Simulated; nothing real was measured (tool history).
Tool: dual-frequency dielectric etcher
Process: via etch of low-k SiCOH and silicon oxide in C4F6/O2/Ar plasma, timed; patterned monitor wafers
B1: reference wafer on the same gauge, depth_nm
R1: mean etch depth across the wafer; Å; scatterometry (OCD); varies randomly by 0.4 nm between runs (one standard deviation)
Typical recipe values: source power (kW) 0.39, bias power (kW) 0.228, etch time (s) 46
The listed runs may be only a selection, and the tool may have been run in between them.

{"run": 1, "hour": 0.0, "source power (kW)": 0.39, "bias power (kW)": 0.228, "etch time (s)": 55.5, "B1": 90.5, "R1": 1306}
{"run": 2, "hour": 37.1, "source power (kW)": 0.39, "bias power (kW)": 0.228, "etch time (s)": 46, "B1": 90.3, "R1": 1076}
{"run": 3, "hour": 115.4, "source power (kW)": 0.39, "bias power (kW)": 0.228, "etch time (s)": 46, "B1": 90.2, "R1": 1082}
{"run": 4, "hour": 165.9, "source power (kW)": 0.39, "bias power (kW)": 0.242, "etch time (s)": 46, "B1": 90.1, "R1": 1106}
{"hour": 256.4, "done": "wet clean of the chamber"}
{"run": 5, "hour": 256.9, "source power (kW)": 0.39, "bias power (kW)": 0.242, "etch time (s)": 46, "B1": 90, "R1": 1104}
{"run": 6, "hour": 315.5, "source power (kW)": 0.39, "bias power (kW)": 0.242, "etch time (s)": 46, "B1": 90, "R1": 1106}
{"run": 7, "hour": 403.3, "source power (kW)": 0.39, "bias power (kW)": 0.228, "etch time (s)": 35.5, "B1": 89.9, "R1": 824}
{"run": 8, "hour": 490.2, "source power (kW)": 0.39, "bias power (kW)": 0.228, "etch time (s)": 46, "B1": 89.8, "R1": 1067}
{"run": 9, "hour": 550.7, "source power (kW)": 0.39, "bias power (kW)": 0.228, "etch time (s)": 46, "B1": 89.7, "R1": 1066}
{"run": 10, "hour": 624.1, "source power (kW)": 0.39, "bias power (kW)": 0.228, "etch time (s)": 57, "B1": 89.6, "R1": 1331}
{"hour": 672.3, "done": "wet clean of the chamber"}
{"run": 11, "hour": 691.1, "source power (kW)": 0.39, "bias power (kW)": 0.228, "etch time (s)": 57, "B1": 89.5, "R1": 1328}
{"hour": 791.7, "done": "gauge calibrated"}
{"hour": 853.9, "done": "bias power generator calibrated"}
{"run": 12, "hour": 939.5, "source power (kW)": 0.47, "bias power (kW)": 0.228, "etch time (s)": 52.5, "B1": 92.9, "R1": 1361}
{"hour": 1132.1, "done": "wet clean of the chamber"}
{"hour": 1211.7, "done": "source power generator calibrated"}
{"run": 13, "hour": 1229.6, "source power (kW)": 0.33, "bias power (kW)": 0.27, "etch time (s)": 42, "B1": 92.5, "R1": 1023}
{"hour": 1257.8, "done": "upper electrode replaced"}
{"run": 14, "hour": 1331.1, "source power (kW)": 0.45, "bias power (kW)": 0.247, "etch time (s)": 46, "B1": 92.4, "R1": 1198}
{"run": 15, "hour": 1406.7, "source power (kW)": 0.33, "bias power (kW)": 0.174, "etch time (s)": 52.5, "B1": 92.3, "R1": 1065}
{"run": 16, "hour": 1498.5, "source power (kW)": 0.39, "bias power (kW)": 0.203, "etch time (s)": 39, "B1": 92.3, "R1": 893}
{"hour": 1570.3, "done": "wet clean of the chamber"}
{"run": 17, "hour": 1580.0, "source power (kW)": 0.31, "bias power (kW)": 0.228, "etch time (s)": 46, "B1": 92.1, "R1": 1027}
{"run": 18, "hour": 1638.9, "source power (kW)": 0.49, "bias power (kW)": 0.214, "etch time (s)": 52, "B1": 92, "R1": 1308}
{"run": 19, "hour": 1920.6, "source power (kW)": 0.36, "bias power (kW)": 0.253, "etch time (s)": 46, "B1": 91.7, "R1": 1113}
{"hour": 2034.7, "done": "wet clean of the chamber"}
{"run": 20, "hour": 2035.2, "source power (kW)": 0.48, "bias power (kW)": 0.243, "etch time (s)": 46, "B1": 91.6, "R1": 1199}

Forecast run 21:
{"run": 21, "hour": 2074.0, "source power (kW)": 0.39, "bias power (kW)": 0.228, "etch time (s)": 46, "B1": "?", "R1": "?"}

Run 21 came out at B1 91.5, R1 1091 Å.
Minus the tool's unlogged condition, the same run would have read R1 1109 Å.

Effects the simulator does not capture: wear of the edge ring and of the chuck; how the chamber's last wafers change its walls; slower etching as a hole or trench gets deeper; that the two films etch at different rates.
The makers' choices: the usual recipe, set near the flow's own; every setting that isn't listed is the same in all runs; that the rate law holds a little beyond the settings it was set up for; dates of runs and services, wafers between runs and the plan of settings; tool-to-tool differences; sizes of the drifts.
